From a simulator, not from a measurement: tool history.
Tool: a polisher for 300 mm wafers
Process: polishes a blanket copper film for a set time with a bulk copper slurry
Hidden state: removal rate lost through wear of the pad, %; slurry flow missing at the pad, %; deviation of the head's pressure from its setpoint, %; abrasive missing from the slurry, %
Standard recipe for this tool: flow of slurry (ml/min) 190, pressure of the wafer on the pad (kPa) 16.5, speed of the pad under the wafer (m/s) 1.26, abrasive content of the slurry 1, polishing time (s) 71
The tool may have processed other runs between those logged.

run    hour  flow of slurry (ml/min)  pressure of the wafer on the pad (kPa)  speed of the pad under the wafer (m/s)  abrasive content of the slurry  polishing time (s)  wafers since the last listed run  wafers polished on this pad  hours since the slurry nozzle was cleaned  hours since the head pressure was calibrated  hours since the slurry blender was calibrated  incoming thickness of the incoming film, nm  film removed (nm)
  1       0                      190                                    16.5                                    1.26                               1                  71                                 0                          360                                      411.3                                         392.1                                          155.7                                       2527.5              638.9
  2    60.4                      190                                    16.5                                    1.26                               1                  71                               466                          827                                      471.7                                         452.5                                          216.1                                         2555              652.1
  3   105.9                      190                                    16.5                                    1.02                               1                  71                               351                         1179                                      517.2                                           498                                          261.6                                         2563              570.9
  4   135.5                      190                                    16.5                                    1.02                               1                  71                               228                         1408                                      546.8                                         527.6                                          291.2                                       2543.7              558.2
      204.8  -- slurry blender recalibrated
  5   205.6                      240                                    20.7                                    1.26                               1                  71                               526                         1934                                      616.9                                         597.7                                            0.8                                       2520.3              745.2
      266.6  -- slurry nozzle cleaned
  6   267.1                      240                                    20.7                                    1.26                               1                  71                               467                         2402                                        0.5                                         659.2                                           62.3                                       2519.6              777.9
  7   311.7                      190                                    16.5                                    1.26                            1.05                  71                               344                         2746                                       45.1                                         703.8                                          106.9                                       2557.1              666.9
  8   364.3                      190                                    16.5                                    1.26                            1.05                  71                               406                         3153                                       97.7                                         756.4                                          159.5                                         2543              673.7
        377  -- worn pad replaced by a new one
      379.9  -- head pressure recalibrated
  9   429.6                      190                                    16.5                                    1.26                            1.05                  71                               458                          391                                        163                                          49.7                                          224.8                                       2537.9              633.2
 10   470.6                      190                                    19.3                                    1.26                               1                  71                               316                          708                                        204                                          90.7                                          265.8                                       2567.3              686.1
      534.5  -- slurry blender recalibrated
 11   570.1                      190                                    19.3                                    1.26                               1                  71                               753                         1462                                      303.5                                         190.2                                           35.6                                       2573.8              689.4
 12   623.3                      190                                    16.5                                    1.26                               1                  71                               411                         1873                                      356.7                                         243.4                                           88.8                                       2542.9              631.1
 13   655.9                      215                                    16.5                                    1.26                               1                  58                               252                         2125                                      389.3                                           276                                          121.4                                       2515.2              526.8
      708.3  -- worn pad replaced by a new one
 14   711.1                      190                                    16.5                                    1.26                               1                  71                               395                           21                                      444.5                                         331.2                                          176.6                                       2536.9              615.3
 15   759.9                      190                                    16.5                                    1.06                               1                  59                               377                          398                                      493.3                                           380                                          225.4                                       2526.7              486.9
 16   827.1                      170                                    16.5                                    0.86                             1.3                  71                               519                          917                                      560.5                                         447.2                                          292.6                                       2597.8              508.9
 17   870.5                      165                                    21.4                                    1.26                               1                  71                               335                         1253                                      603.9                                         490.6                                            336                                       2530.2              751.1
      909.4  -- slurry blender recalibrated
 18   909.9                      190                                    16.5                                    1.26                               1                  71                               289                         1542                                      643.3                                           530                                            0.5                                       2528.8              642.1
 19   934.3                      170                                    16.5                                    1.26                               1                  78                               188                         1731                                      667.7                                         554.4                                           24.9                                         2523              680.7
 20   965.3                      190                                    16.5                                    1.26                               1                  71                               239                         1970                                      698.7                                         585.4                                           55.9                                         2567              653.2
 21    1028                      190                                    16.5                                    1.26                               1                  71                               484                         2455                                      761.4                                         648.1                                          118.6                                       2532.6              665.2
 22  1075.2                      190                                    18.6                                    1.58                               1                  58                               364                         2820                                      808.6                                         695.3                                          165.8                                       2515.5              670.6
     1113.8  -- slurry nozzle cleaned
     1119.1  -- worn pad replaced by a new one
 23  1132.8                      190                                    16.5                                    1.26                               1                  71                               406                          105                                         19                                         752.9                                          223.4                                       2559.1              668.3
 24  1164.9                      190                                    21.4                                    1.08                               1                  78                               248                          353                                       51.1                                           785                                          255.5                                       2517.2              773.1
 25  1208.4                      190                                    16.5                                    1.26                               1                  71                               336                          690                                       94.6                                         828.5                                            299                                       2530.7                677
     1225.1  -- head pressure recalibrated
     1236.5  -- slurry blender recalibrated
 26  1260.3                      190                                    21.4                                    1.26                               1                  71                               370                         1060                                      146.5                                          35.2                                           23.8                                       2560.1              759.8
 27  1297.1                      190                                    16.5                                    1.26                               1                  71                               284                         1344                                      183.3                                            72                                           60.6                                       2559.4              622.7
 28  1363.2                      190                                    20.7                                    1.44                               1                  51                               510                         1855                                      249.4                                         138.1                                          126.7                                       2562.6              566.7
 29  1405.3                      145                                    20.7                                    1.26                               1                  71                               325                         2181                                      291.5                                         180.2                                          168.8                                       2506.8              703.2
 30  1436.1                      190                                    13.1                                    1.26                               1                  77                               238                         2419                                      322.3                                           211                                          199.6                                       2595.5              604.9
     1500.1  -- worn pad replaced by a new one
 31  1501.6                      135                                    16.5                                    1.08                               1                  71                               475                           11                                      387.8                                         276.5                                          265.1                                         2501              550.5

State the hidden condition of the tool at each of the runs:
removal rate lost through wear of the pad, %: 0 on each run
slurry flow missing at the pad, %: 0 on each run
abrasive missing from the slurry, %: 0 on each run
H1: deviation of the head's pressure from its setpoint, %
run        H1
  1      2.73
  2      3.68
  3      4.49
  4      5.06
  5      6.53
  6      7.98
  7      9.12
  8      10.6
  9     -1.07
 10    -0.958
 11    -0.436
 12  -0.00462
 13     0.312
 14     0.938
 15      1.59
 16      2.63
 17      3.39
 18      4.14
 19      4.63
 20      5.29
 21      6.74
 22      7.92
 23      9.48
 24      10.4
 25      11.7
 26     -0.24
 27    -0.166
 28    0.0934
 29     0.344
 30     0.569
 31      1.17

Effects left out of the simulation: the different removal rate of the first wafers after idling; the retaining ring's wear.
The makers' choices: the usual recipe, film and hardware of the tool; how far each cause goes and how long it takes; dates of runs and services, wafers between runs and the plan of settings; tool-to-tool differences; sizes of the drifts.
